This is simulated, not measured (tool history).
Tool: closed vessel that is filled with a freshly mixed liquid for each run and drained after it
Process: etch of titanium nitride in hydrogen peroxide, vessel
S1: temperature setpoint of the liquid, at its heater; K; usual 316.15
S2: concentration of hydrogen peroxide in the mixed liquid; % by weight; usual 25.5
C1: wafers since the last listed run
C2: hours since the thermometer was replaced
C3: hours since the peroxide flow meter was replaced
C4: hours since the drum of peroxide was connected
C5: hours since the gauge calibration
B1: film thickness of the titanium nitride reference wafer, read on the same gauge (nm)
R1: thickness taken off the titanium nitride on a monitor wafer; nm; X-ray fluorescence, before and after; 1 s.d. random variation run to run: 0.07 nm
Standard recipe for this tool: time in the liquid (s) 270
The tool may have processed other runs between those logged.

{"run": 1, "hour": 0.0, "S1": 316.15, "S2": 25.5, "time in the liquid (s)": 270, "C1": 0, "C2": 1480.2, "C3": 1392.2, "C4": 1018.0, "C5": 1823.1, "B1": 29.99, "R1": 10.19}
{"run": 2, "hour": 57.9, "S1": 316.15, "S2": 25.5, "time in the liquid (s)": 270, "C1": 3794, "C2": 1538.1, "C3": 1450.1, "C4": 1075.9, "C5": 1881.0, "B1": 30.0, "R1": 10.31}
{"run": 3, "hour": 239.9, "S1": 316.15, "S2": 25.5, "time in the liquid (s)": 270, "C1": 11926, "C2": 1720.1, "C3": 1632.1, "C4": 1257.9, "C5": 2063.0, "B1": 30.01, "R1": 10.27}
{"run": 4, "hour": 290.7, "S1": 316.15, "S2": 25.5, "time in the liquid (s)": 270, "C1": 3328, "C2": 1770.9, "C3": 1682.9, "C4": 1308.7, "C5": 2113.8, "B1": 30.0, "R1": 10.3}
{"run": 5, "hour": 342.5, "S1": 316.15, "S2": 25.5, "time in the liquid (s)": 270, "C1": 3394, "C2": 1822.7, "C3": 1734.7, "C4": 1360.5, "C5": 2165.6, "B1": 29.99, "R1": 10.21}
{"run": 6, "hour": 368.4, "S1": 320.15, "S2": 25.5, "time in the liquid (s)": 220, "C1": 1697, "C2": 1848.6, "C3": 1760.6, "C4": 1386.4, "C5": 2191.5, "B1": 30.0, "R1": 11.35}
{"run": 7, "hour": 400.7, "S1": 313.65, "S2": 30.0, "time in the liquid (s)": 270, "C1": 2116, "C2": 1880.9, "C3": 1792.9, "C4": 1418.7, "C5": 2223.8, "B1": 30.01, "R1": 8.81}
{"run": 8, "hour": 426.2, "S1": 322.15, "S2": 30.0, "time in the liquid (s)": 270, "C1": 1671, "C2": 1906.4, "C3": 1818.4, "C4": 1444.2, "C5": 2249.3, "B1": 30.01, "R1": 16.79}
{"hour": 432.6, "done": "gauge calibrated"}
{"run": 9, "hour": 479.4, "S1": 316.15, "S2": 30.0, "time in the liquid (s)": 120, "C1": 3486, "C2": 1959.6, "C3": 1871.6, "C4": 1497.4, "C5": 46.8, "B1": 30.01, "R1": 4.76}
{"run": 10, "hour": 547.7, "S1": 319.15, "S2": 28.0, "time in the liquid (s)": 365, "C1": 4475, "C2": 2027.9, "C3": 1939.9, "C4": 1565.7, "C5": 115.1, "B1": 29.98, "R1": 18.23}
{"hour": 551.8, "done": "new drum of peroxide connected"}
{"run": 11, "hour": 600.2, "S1": 324.15, "S2": 20.0, "time in the liquid (s)": 315, "C1": 3374, "C2": 2080.4, "C3": 1992.4, "C4": 48.4, "C5": 167.6, "B1": 30.01, "R1": 20.98}
{"run": 12, "hour": 644.5, "S1": 320.65, "S2": 22.5, "time in the liquid (s)": 350, "C1": 2903, "C2": 2124.7, "C3": 2036.7, "C4": 92.7, "C5": 211.9, "B1": 29.99, "R1": 18.46}
{"run": 13, "hour": 707.8, "S1": 316.15, "S2": 25.5, "time in the liquid (s)": 400, "C1": 4148, "C2": 2188.0, "C3": 2100.0, "C4": 156.0, "C5": 275.2, "B1": 30.01, "R1": 15.61}
{"hour": 748.8, "done": "peroxide flow meter replaced"}
{"run": 14, "hour": 751.1, "S1": 323.15, "S2": 28.0, "time in the liquid (s)": 115, "C1": 2771, "C2": 2231.3, "C3": 2.3, "C4": 199.3, "C5": 318.5, "B1": 30.0, "R1": 7.55}
{"run": 15, "hour": 815.8, "S1": 321.65, "S2": 25.5, "time in the liquid (s)": 395, "C1": 4239, "C2": 2296.0, "C3": 67.0, "C4": 264.0, "C5": 383.2, "B1": 30.03, "R1": 22.66}
{"run": 16, "hour": 848.2, "S1": 316.15, "S2": 25.5, "time in the liquid (s)": 430, "C1": 2123, "C2": 2328.4, "C3": 99.4, "C4": 296.4, "C5": 415.6, "B1": 30.01, "R1": 16.64}
{"run": 17, "hour": 904.7, "S1": 316.15, "S2": 25.5, "time in the liquid (s)": 270, "C1": 3702, "C2": 2384.9, "C3": 155.9, "C4": 352.9, "C5": 472.1, "B1": 29.98, "R1": 10.53}
{"run": 18, "hour": 968.4, "S1": 316.15, "S2": 25.5, "time in the liquid (s)": 270, "C1": 4174, "C2": 2448.6, "C3": 219.6, "C4": 416.6, "C5": 535.8, "B1": 30.0, "R1": 10.68}
{"run": 19, "hour": 999.0, "S1": 319.15, "S2": 30.0, "time in the liquid (s)": 270, "C1": 2005, "C2": 2479.2, "C3": 250.2, "C4": 447.2, "C5": 566.4, "B1": 29.99, "R1": 13.77}
{"hour": 1021.0, "done": "thermometer replaced"}
{"run": 20, "hour": 1134.9, "S1": 316.15, "S2": 25.5, "time in the liquid (s)": 165, "C1": 8840, "C2": 113.9, "C3": 386.1, "C4": 583.1, "C5": 702.3, "B1": 30.02, "R1": 5.92}
{"run": 21, "hour": 1192.8, "S1": 323.15, "S2": 25.5, "time in the liquid (s)": 270, "C1": 3794, "C2": 171.8, "C3": 444.0, "C4": 641.0, "C5": 760.2, "B1": 30.0, "R1": 16.28}
{"run": 22, "hour": 1243.2, "S1": 308.15, "S2": 25.5, "time in the liquid (s)": 150, "C1": 3302, "C2": 222.2, "C3": 494.4, "C4": 691.4, "C5": 810.6, "B1": 29.99, "R1": 2.92}
{"run": 23, "hour": 1308.9, "S1": 309.65, "S2": 25.5, "time in the liquid (s)": 420, "C1": 4305, "C2": 287.9, "C3": 560.1, "C4": 757.1, "C5": 876.3, "B1": 29.99, "R1": 9.16}
{"run": 24, "hour": 1346.8, "S1": 306.65, "S2": 28.0, "time in the liquid (s)": 350, "C1": 2483, "C2": 325.8, "C3": 598.0, "C4": 795.0, "C5": 914.2, "B1": 30.02, "R1": 6.14}
{"run": 25, "hour": 1417.5, "S1": 316.15, "S2": 25.5, "time in the liquid (s)": 270, "C1": 4633, "C2": 396.5, "C3": 668.7, "C4": 865.7, "C5": 984.9, "B1": 30.0, "R1": 9.8}
{"run": 26, "hour": 1462.9, "S1": 323.65, "S2": 25.5, "time in the liquid (s)": 270, "C1": 2975, "C2": 441.9, "C3": 714.1, "C4": 911.1, "C5": 1030.3, "B1": 30.0, "R1": 17.01}
{"run": 27, "hour": 1642.5, "S1": 316.15, "S2": 29.5, "time in the liquid (s)": 270, "C1": 11769, "C2": 621.5, "C3": 893.7, "C4": 1090.7, "C5": 1209.9, "B1": 30.0, "R1": 10.1}
{"run": 28, "hour": 1708.6, "S1": 316.15, "S2": 25.5, "time in the liquid (s)": 430, "C1": 4331, "C2": 687.6, "C3": 959.8, "C4": 1156.8, "C5": 1276.0, "B1": 29.98, "R1": 15.6}

Consider 5 possible next runs. They are alternatives, not a sequence: every one starts from the tool as it was left by run 28. What does each give?
{"run": "A", "hour": 1709.3, "S1": 310.15, "S2": 25.5, "time in the liquid (s)": 270, "C1": 45, "C2": 688.3, "C3": 960.5, "C4": 1157.5, "C5": 1276.7, "B1": "?", "R1": "?"}
{"run": "B", "hour": 1709.3, "S1": 306.65, "S2": 20.0, "time in the liquid (s)": 115, "C1": 45, "C2": 688.3, "C3": 960.5, "C4": 1157.5, "C5": 1276.7, "B1": "?", "R1": "?"}
{"run": "C", "hour": 1709.3, "S1": 325.65, "S2": 22.5, "time in the liquid (s)": 410, "C1": 45, "C2": 688.3, "C3": 960.5, "C4": 1157.5, "C5": 1276.7, "B1": "?", "R1": "?"}
{"run": "D", "hour": 1709.3, "S1": 323.15, "S2": 25.5, "time in the liquid (s)": 115, "C1": 45, "C2": 688.3, "C3": 960.5, "C4": 1157.5, "C5": 1276.7, "B1": "?", "R1": "?"}
{"run": "E", "hour": 1709.3, "S1": 316.15, "S2": 20.5, "time in the liquid (s)": 385, "C1": 45, "C2": 688.3, "C3": 960.5, "C4": 1157.5, "C5": 1276.7, "B1": "?", "R1": "?"}

run=A B1=30.00 R1=6.30
run=B B1=30.00 R1=1.93
run=C B1=30.00 R1=29.56
run=D B1=30.00 R1=7.12
run=E B1=30.00 R1=13.58
With no hidden state in the tool, these same runs would have given:
run=A R1=6.15
run=B R1=1.88
run=C R1=28.93
run=D R1=6.97
run=E R1=13.28
